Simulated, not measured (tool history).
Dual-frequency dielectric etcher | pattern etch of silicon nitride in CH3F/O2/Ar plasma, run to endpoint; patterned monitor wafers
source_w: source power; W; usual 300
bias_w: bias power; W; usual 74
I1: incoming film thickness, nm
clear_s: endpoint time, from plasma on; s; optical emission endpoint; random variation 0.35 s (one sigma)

Run 1, hour 0: usual settings; I1 31.84. Result: clear_s 50.4 s.
Run 2, hour 93.9: usual settings; I1 31.79. Result: clear_s 50.9 s.
Run 3, hour 149.4: usual settings; I1 31.9. Result: clear_s 51.4 s.
Run 4, hour 256.8: usual settings; I1 31.45. Result: clear_s 50.8 s.
Run 5, hour 350.6: usual settings; I1 31.53. Result: clear_s 51.6 s.
Run 6, hour 401: usual settings; I1 31.81. Result: clear_s 52 s.
At hour 637.3: wet clean of the chamber.
Run 7, hour 696.1: usual settings but bias_w 84 W; I1 32.08. Result: clear_s 49.2 s.
Run 8, hour 748.2: usual settings; I1 31.63. Result: clear_s 50.3 s.
Run 9, hour 980.9: usual settings; I1 31.61. Result: clear_s 51.5 s.
Run 10, hour 1071.1: usual settings but source_w 260 W; I1 31.49. Result: clear_s 54.8 s.
Run 11, hour 1121.5: usual settings but source_w 260 W; I1 31.24. Result: clear_s 54.3 s.
Run 12, hour 1163.6: usual settings but source_w 340 W; I1 31.64. Result: clear_s 48.4 s.
At hour 1228.1: wet clean of the chamber.
Run 13, hour 1269.4: usual settings but source_w 340 W; I1 31.65. Result: clear_s 46.9 s.
At hour 1361.1: upper electrode replaced.
Run 14, hour 1363.9: usual settings but source_w 340 W; I1 31.51. Result: clear_s 47.9 s.
Run 15, hour 1454: usual settings; I1 31.52. Result: clear_s 50.8 s.
Run 16, hour 1500.2: usual settings; I1 31.85. Result: clear_s 51.5 s.
Run 17, hour 1562: usual settings; I1 31.71. Result: clear_s 50.9 s.
Run 18, hour 1669.3: usual settings; I1 31.7. Result: clear_s 52.1 s.
Run 19, hour 1715.7: usual settings but bias_w 60 W; I1 31.46. Result: clear_s 54.9 s.
Run 20, hour 1759.9: usual settings; I1 31.61. Result: clear_s 51.9 s.
Run 21, hour 1799.1: usual settings but source_w 230 W, bias_w 60 W; I1 31.62. Result: clear_s 63.8 s.
At hour 1908.8: wet clean of the chamber.
Run 22, hour 1909.3: usual settings but source_w 360 W, bias_w 91 W; I1 31.45. Result: clear_s 42.8 s.
At hour 1989.1: source power generator calibrated.
Run 23, hour 2085.9: usual settings but source_w 320 W, bias_w 87 W; I1 31.51. Result: clear_s 46.7 s.
Run 24, hour 2182.9: usual settings but source_w 220 W, bias_w 83 W; I1 31.63. Result: clear_s 57.2 s.
Run 25, hour 2231.8: usual settings but source_w 220 W; I1 31.53. Result: clear_s 60 s.
Run 26, hour 2333.4: usual settings but source_w 330 W, bias_w 87 W; I1 31.79. Result: clear_s 47.3 s.
Run 27, hour 2388.7: usual settings but bias_w 85 W; I1 31.04. Result: clear_s 48.5 s.
Run 28, hour 2425.3: usual settings but source_w 260 W, bias_w 68 W; I1 31.88. Result: clear_s 58.2 s.
At hour 2460: bias power generator calibrated.
At hour 2507.7: wet clean of the chamber.
Run 29, hour 2521.3: usual settings but source_w 270 W; I1 31.89. Result: clear_s 53 s.
Run 30, hour 2586.3: usual settings but source_w 330 W, bias_w 84 W; I1 31.55. Result: clear_s 46.4 s.
Run 31, hour 2744.3: usual settings but source_w 360 W, bias_w 91 W; I1 31.59. Result: clear_s 43.3 s.
Run 32, hour 2792.7: usual settings but source_w 370 W; I1 31.56. Result: clear_s 46.6 s.
Run 33, hour 2851.2: usual settings but bias_w 58 W; I1 31.34. Result: clear_s 55.1 s.
Run 34, hour 2942.9: usual settings; I1 31.18. Result: clear_s 50.8 s.
Run 35, hour 3017.4: usual settings but source_w 260 W; I1 31.47. Result: clear_s 55.5 s.
Run 36, hour 3075.5: usual settings; I1 31.54. Result: clear_s 51.2 s.

Some steps in clear_s between neighbouring runs. How much of each would the tool show without its hidden state too (settings, what came in, random variation), and how much is left for the hidden state, with any gauge scatter that isn't in both results?
The hidden state here: etch rate over this chamber's usual, %; source power that arrives over what is set, %; bias power that arrives over what is set, %.
Run 12 -> 13: wet clean of the chamber. clear_s -1.5 s: hidden state -1.1, all else -0.4.
Run 20 -> 21: source_w 300 -> 230, bias_w 74 -> 60. clear_s +11.9 s: hidden state +0.4, all else +11.5.
Run 21 -> 22: source_w 230 -> 360, bias_w 60 -> 91, wet clean of the chamber. clear_s -21 s: hidden state -1.5, all else -19.5.
Run 25 -> 26: source_w 220 -> 330, bias_w 74 -> 87. clear_s -12.7 s: hidden state +0, all else -12.7.
Run 28 -> 29: source_w 260 -> 270, bias_w 68 -> 74, bias power generator calibrated, wet clean of the chamber. clear_s -5.2 s: hidden state -1.6, all else -3.6.
